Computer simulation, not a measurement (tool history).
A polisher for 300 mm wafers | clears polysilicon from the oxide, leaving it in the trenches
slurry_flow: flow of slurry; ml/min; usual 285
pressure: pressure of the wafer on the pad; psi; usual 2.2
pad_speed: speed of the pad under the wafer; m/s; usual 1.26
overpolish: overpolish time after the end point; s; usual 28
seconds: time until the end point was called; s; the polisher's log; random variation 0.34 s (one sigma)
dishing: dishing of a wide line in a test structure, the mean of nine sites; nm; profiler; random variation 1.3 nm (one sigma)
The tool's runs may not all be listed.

| run | hour | slurry_flow | pressure | pad_speed | overpolish | wafers since the last listed run | wafers polished on this pad | hours since the slurry nozzle was cleaned | hours since the head pressure was calibrated | incoming thickness of the incoming film, nm | seconds | dishing |
|---|---|---|---|---|---|---|---|---|---|---|---|---|
| 1 | 0 | 285 | 2.2 | 1.26 | 28 | 0 | 221 | 581.1 | 500.2 | 448.4 | 36.5 | 104.4 |
| 2 | 21.4 | 285 | 2.2 | 1.26 | 28 | 182 | 403 | 602.5 | 521.6 | 443.7 | 36.2 | 101.7 |
| 3 | 47.3 | 285 | 2.2 | 1.26 | 28 | 220 | 624 | 628.4 | 547.5 | 447.8 | 36.3 | 102.8 |
| 4 | 75.5 | 285 | 2.2 | 1.26 | 28 | 240 | 864 | 656.6 | 575.7 | 455.8 | 36.4 | 101 |
|  | 91.3 | worn pad replaced by a new one |
| 5 | 91.8 | 285 | 2.2 | 1.26 | 28 | 104 | 3 | 672.9 | 592 | 455.2 | 35.6 | 102.7 |
| 6 | 106.1 | 285 | 2.2 | 1.26 | 28 | 121 | 125 | 687.2 | 606.3 | 453.9 | 35.9 | 101.9 |
| 7 | 134.7 | 285 | 2.2 | 1.26 | 28 | 243 | 369 | 715.8 | 634.9 | 446.8 | 35.2 | 102.7 |
| 8 | 156.9 | 285 | 2.2 | 1.26 | 28 | 189 | 558 | 738 | 657.1 | 450.1 | 35.1 | 101.9 |
| 9 | 190.3 | 285 | 2.2 | 1.26 | 28 | 284 | 842 | 771.4 | 690.5 | 450.7 | 35.3 | 103.4 |
|  | 211.7 | worn pad replaced by a new one |
|  | 212.2 | slurry nozzle cleaned |
| 10 | 212.7 | 285 | 2.2 | 1.26 | 28 | 151 | 3 | 0.5 | 712.9 | 450.9 | 34.9 | 100.3 |
| 11 | 241.9 | 285 | 2.2 | 1.1 | 28 | 248 | 252 | 29.7 | 742.1 | 449.6 | 38.9 | 101.6 |
| 12 | 266.9 | 285 | 2.2 | 0.82 | 28 | 212 | 465 | 54.7 | 767.1 | 444.7 | 48.1 | 98.5 |
| 13 | 289.1 | 285 | 2.2 | 1.26 | 28 | 189 | 654 | 76.9 | 789.3 | 447.7 | 34.3 | 102.2 |
|  | 309.9 | worn pad replaced by a new one |
|  | 324.8 | head pressure recalibrated |
| 14 | 325.3 | 285 | 2.7 | 1.26 | 18 | 257 | 113 | 113.1 | 0.5 | 443.1 | 29.7 | 101.3 |
| 15 | 347.3 | 285 | 2.2 | 1.26 | 28 | 187 | 301 | 135.1 | 22.5 | 452.4 | 37.2 | 103.5 |
| 16 | 368.1 | 285 | 1.7 | 1.68 | 28 | 177 | 478 | 155.9 | 43.3 | 447.9 | 37.6 | 102.2 |
| 17 | 406.5 | 220 | 2.6 | 1.26 | 28 | 327 | 805 | 194.3 | 81.7 | 444.2 | 32 | 102.6 |

The next listed run, before its measurement:
|  | 425.1 | worn pad replaced by a new one |
| 18 | 438.5 | 195 | 1.6 | 1.56 | 11 | 238 | 113 | 226.3 | 113.7 | 452.2 | ? | ? |

seconds: 44.5 s
dishing: 75.9 nm
Without the tool's hidden state the same run would have given seconds 45 s, dishing 75.4 nm.
